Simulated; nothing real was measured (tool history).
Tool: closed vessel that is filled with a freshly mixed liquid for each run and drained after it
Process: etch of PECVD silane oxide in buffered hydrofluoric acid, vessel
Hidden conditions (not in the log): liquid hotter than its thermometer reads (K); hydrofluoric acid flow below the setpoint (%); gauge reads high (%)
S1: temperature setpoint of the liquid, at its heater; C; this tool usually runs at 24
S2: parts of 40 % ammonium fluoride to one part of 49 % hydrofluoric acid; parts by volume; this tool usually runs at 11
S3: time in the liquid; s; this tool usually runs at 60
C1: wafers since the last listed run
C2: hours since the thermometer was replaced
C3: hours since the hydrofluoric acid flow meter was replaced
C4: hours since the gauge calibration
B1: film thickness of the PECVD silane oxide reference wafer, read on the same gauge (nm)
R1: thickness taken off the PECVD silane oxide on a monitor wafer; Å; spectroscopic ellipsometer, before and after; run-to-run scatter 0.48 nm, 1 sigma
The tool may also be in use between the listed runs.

run 1 hour=0 | S1=24 S2=11 S3=60 | C1=0 C2=2089.9 C3=1278.9 C4=446.8 | B1=100.02 | R1=1478.5
run 2 hour=16.2 | S1=24 S2=8.5 S3=60 | C1=1586 C2=2106.1 C3=1295.1 C4=463 | B1=99.96 | R1=1843.9
run 3 hour=46.7 | S1=25 S2=11 S3=60 | C1=2986 C2=2136.6 C3=1325.6 C4=493.5 | B1=100 | R1=1567.1
run 4 hour=60.8 | S1=25 S2=11 S3=60 | C1=1380 C2=2150.7 C3=1339.7 C4=507.6 | B1=99.97 | R1=1561.2
run 5 hour=86.4 | S1=25 S2=11 S3=60 | C1=2506 C2=2176.3 C3=1365.3 C4=533.2 | B1=100.01 | R1=1565.1
run 6 hour=119 | S1=24 S2=11 S3=85 | C1=3192 C2=2208.9 C3=1397.9 C4=565.8 | B1=100 | R1=2090.5
run 7 hour=132.7 | S1=24 S2=11 S3=85 | C1=1341 C2=2222.6 C3=1411.6 C4=579.5 | B1=100 | R1=2101.8
run 8 hour=164 | S1=24 S2=11 S3=60 | C1=3065 C2=2253.9 C3=1442.9 C4=610.8 | B1=99.99 | R1=1480.4
run 9 hour=184.3 | S1=24 S2=11 S3=60 | C1=1987 C2=2274.2 C3=1463.2 C4=631.1 | B1=99.99 | R1=1477.9
run 10 hour=209.2 | S1=24 S2=11 S3=60 | C1=2438 C2=2299.1 C3=1488.1 C4=656 | B1=100.02 | R1=1485.5
run 11 hour=222 | S1=24 S2=11 S3=60 | C1=1253 C2=2311.9 C3=1500.9 C4=668.8 | B1=100.01 | R1=1477.5
run 12 hour=245.4 | S1=24 S2=11 S3=60 | C1=2291 C2=2335.3 C3=1524.3 C4=692.2 | B1=100.01 | R1=1476
run 13 hour=269.3 | S1=24 S2=11 S3=60 | C1=2340 C2=2359.2 C3=1548.2 C4=716.1 | B1=99.98 | R1=1486
-- hour=272.6 gauge calibrated
run 14 hour=287.8 | S1=24 S2=11 S3=35 | C1=1811 C2=2377.7 C3=1566.7 C4=15.2 | B1=100.01 | R1=865
run 15 hour=302.1 | S1=24 S2=11 S3=60 | C1=1400 C2=2392 C3=1581 C4=29.5 | B1=100 | R1=1476.2
run 16 hour=328.8 | S1=28 S2=9 S3=35 | C1=2614 C2=2418.7 C3=1607.7 C4=56.2 | B1=100.01 | R1=1260.4
run 17 hour=356 | S1=24 S2=11 S3=60 | C1=2663 C2=2445.9 C3=1634.9 C4=83.4 | B1=100 | R1=1476.1
run 18 hour=370.5 | S1=24 S2=11 S3=60 | C1=1419 C2=2460.4 C3=1649.4 C4=97.9 | B1=99.98 | R1=1479.6
run 19 hour=388.9 | S1=24 S2=8 S3=35 | C1=1801 C2=2478.8 C3=1667.8 C4=116.3 | B1=100 | R1=1147.5
-- hour=396.6 hydrofluoric acid flow meter replaced
run 20 hour=414.2 | S1=20 S2=7.5 S3=80 | C1=2379 C2=2504.1 C3=17.6 C4=141.6 | B1=100.03 | R1=2261.5
run 21 hour=440.8 | S1=19.5 S2=11 S3=90 | C1=2604 C2=2530.7 C3=44.2 C4=168.2 | B1=100.01 | R1=1724.9
run 22 hour=474.8 | S1=22 S2=8.5 S3=90 | C1=3329 C2=2564.7 C3=78.2 C4=202.2 | B1=99.97 | R1=2487.3
run 23 hour=487.6 | S1=22.5 S2=11 S3=45 | C1=1253 C2=2577.5 C3=91 C4=215 | B1=100 | R1=1023.5
-- hour=520.3 thermometer replaced
run 24 hour=520.8 | S1=24 S2=11 S3=60 | C1=3153 C2=0.5 C3=124.2 C4=248.2 | B1=100.03 | R1=1468.2
run 25 hour=543.6 | S1=22 S2=8.5 S3=60 | C1=2232 C2=23.3 C3=147 C4=271 | B1=100 | R1=1654.1
run 26 hour=576.3 | S1=24 S2=11 S3=60 | C1=3202 C2=56 C3=179.7 C4=303.7 | B1=100.01 | R1=1484
run 27 hour=669.9 | S1=21.5 S2=15.5 S3=40 | C1=9165 C2=149.6 C3=273.3 C4=397.3 | B1=99.98 | R1=613.8

What if the next run were any one of these 3? Each begins from the tool's condition after run 27:
run A hour=670.6 | S1=24 S2=11 S3=60 | C1=68 C2=150.3 C3=274 C4=398 | B1=? | R1=?
run B hour=670.6 | S1=27 S2=11 S3=30 | C1=68 C2=150.3 C3=274 C4=398 | B1=? | R1=?
run C hour=670.6 | S1=22 S2=11 S3=60 | C1=68 C2=150.3 C3=274 C4=398 | B1=? | R1=?

run=A B1=99.98 R1=1481.5
run=B B1=99.98 R1=871
run=C B1=99.98 R1=1327.4
With no hidden state in the tool, these same runs would have given:
run=A R1=1481.5
run=B R1=871
run=C R1=1327.4
